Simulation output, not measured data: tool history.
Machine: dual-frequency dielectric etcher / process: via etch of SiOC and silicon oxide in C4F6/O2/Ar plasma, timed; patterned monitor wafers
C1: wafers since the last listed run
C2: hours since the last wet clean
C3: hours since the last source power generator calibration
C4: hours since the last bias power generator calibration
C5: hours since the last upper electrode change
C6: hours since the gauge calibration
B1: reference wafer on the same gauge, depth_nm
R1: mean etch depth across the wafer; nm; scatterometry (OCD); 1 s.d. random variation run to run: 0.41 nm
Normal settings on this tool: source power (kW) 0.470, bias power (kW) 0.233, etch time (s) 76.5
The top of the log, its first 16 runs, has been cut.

{"run": 17, "day": 45.042, "source power (kW)": 0.47, "bias power (kW)": 0.233, "etch time (s)": 76.5, "C1": 540, "C2": 55.4, "C3": 82.5, "C4": 112.4, "C5": 2987.8, "C6": 1428.0, "B1": 96.1, "R1": 92.1}
{"run": 18, "day": 48.162, "source power (kW)": 0.56, "bias power (kW)": 0.191, "etch time (s)": 83.5, "C1": 877, "C2": 130.3, "C3": 157.4, "C4": 187.3, "C5": 3062.7, "C6": 1502.9, "B1": 96.1, "R1": 101.1}
{"day": 55.917, "done": "gauge calibrated"}
{"run": 19, "day": 56.888, "source power (kW)": 0.47, "bias power (kW)": 0.233, "etch time (s)": 76.5, "C1": 2454, "C2": 339.7, "C3": 366.8, "C4": 396.7, "C5": 3272.1, "C6": 23.3, "B1": 96.2, "R1": 91.8}
{"day": 58.254, "done": "upper electrode replaced"}
{"run": 20, "day": 60.842, "source power (kW)": 0.47, "bias power (kW)": 0.218, "etch time (s)": 76.5, "C1": 831, "C2": 434.6, "C3": 461.7, "C4": 491.6, "C5": 62.1, "C6": 118.2, "B1": 96.2, "R1": 90.4}
{"run": 21, "day": 63.133, "source power (kW)": 0.36, "bias power (kW)": 0.233, "etch time (s)": 92.5, "C1": 644, "C2": 489.6, "C3": 516.7, "C4": 546.6, "C5": 117.1, "C6": 173.2, "B1": 95.9, "R1": 100.5}
{"day": 64.425, "done": "wet clean of the chamber"}
{"run": 22, "day": 67.617, "source power (kW)": 0.47, "bias power (kW)": 0.233, "etch time (s)": 76.5, "C1": 979, "C2": 76.6, "C3": 624.3, "C4": 654.2, "C5": 224.7, "C6": 280.8, "B1": 95.9, "R1": 91.6}
{"run": 23, "day": 70.738, "source power (kW)": 0.51, "bias power (kW)": 0.25, "etch time (s)": 54.0, "C1": 877, "C2": 151.5, "C3": 699.2, "C4": 729.1, "C5": 299.6, "C6": 355.7, "B1": 96.0, "R1": 68.3}
{"run": 24, "day": 73.808, "source power (kW)": 0.47, "bias power (kW)": 0.291, "etch time (s)": 99.5, "C1": 863, "C2": 225.2, "C3": 772.9, "C4": 802.8, "C5": 373.3, "C6": 429.4, "B1": 96.0, "R1": 127.8}
{"run": 25, "day": 76.133, "source power (kW)": 0.47, "bias power (kW)": 0.233, "etch time (s)": 76.5, "C1": 654, "C2": 281.0, "C3": 828.7, "C4": 858.6, "C5": 429.1, "C6": 485.2, "B1": 96.0, "R1": 92.5}
{"run": 26, "day": 78.592, "source power (kW)": 0.51, "bias power (kW)": 0.233, "etch time (s)": 89.0, "C1": 691, "C2": 340.0, "C3": 887.7, "C4": 917.6, "C5": 488.1, "C6": 544.2, "B1": 95.9, "R1": 110.3}
{"run": 27, "day": 82.412, "source power (kW)": 0.47, "bias power (kW)": 0.233, "etch time (s)": 84.5, "C1": 1074, "C2": 431.7, "C3": 979.4, "C4": 1009.3, "C5": 579.8, "C6": 635.9, "B1": 96.0, "R1": 101.3}
{"run": 28, "day": 84.621, "source power (kW)": 0.42, "bias power (kW)": 0.233, "etch time (s)": 76.5, "C1": 621, "C2": 484.7, "C3": 1032.4, "C4": 1062.3, "C5": 632.8, "C6": 688.9, "B1": 95.9, "R1": 87.7}
{"day": 87.008, "done": "wet clean of the chamber"}
{"run": 29, "day": 88.454, "source power (kW)": 0.47, "bias power (kW)": 0.233, "etch time (s)": 76.5, "C1": 797, "C2": 34.7, "C3": 1124.4, "C4": 1154.3, "C5": 724.8, "C6": 780.9, "B1": 96.1, "R1": 92.2}
{"run": 30, "day": 91.55, "source power (kW)": 0.51, "bias power (kW)": 0.21, "etch time (s)": 76.5, "C1": 870, "C2": 109.0, "C3": 1198.7, "C4": 1228.6, "C5": 799.1, "C6": 855.2, "B1": 96.0, "R1": 92.2}

Alternative continuations, all from the tool just after run 30; predict every row:
{"run": "A", "day": 91.567, "source power (kW)": 0.47, "bias power (kW)": 0.233, "etch time (s)": 76.5, "C1": 4, "C2": 109.4, "C3": 1199.1, "C4": 1229.0, "C5": 799.5, "C6": 855.6, "B1": "?", "R1": "?"}
{"run": "B", "day": 91.567, "source power (kW)": 0.54, "bias power (kW)": 0.233, "etch time (s)": 91.5, "C1": 4, "C2": 109.4, "C3": 1199.1, "C4": 1229.0, "C5": 799.5, "C6": 855.6, "B1": "?", "R1": "?"}
{"run": "C", "day": 91.567, "source power (kW)": 0.36, "bias power (kW)": 0.265, "etch time (s)": 76.5, "C1": 4, "C2": 109.4, "C3": 1199.1, "C4": 1229.0, "C5": 799.5, "C6": 855.6, "B1": "?", "R1": "?"}

run=A B1=96.1 R1=91.8
run=B B1=96.1 R1=115.9
run=C B1=96.1 R1=86.1
With the hidden condition removed and each run's random variation left untouched, the same runs would have given:
run=A R1=92.1
run=B R1=116.2
run=C R1=86.4

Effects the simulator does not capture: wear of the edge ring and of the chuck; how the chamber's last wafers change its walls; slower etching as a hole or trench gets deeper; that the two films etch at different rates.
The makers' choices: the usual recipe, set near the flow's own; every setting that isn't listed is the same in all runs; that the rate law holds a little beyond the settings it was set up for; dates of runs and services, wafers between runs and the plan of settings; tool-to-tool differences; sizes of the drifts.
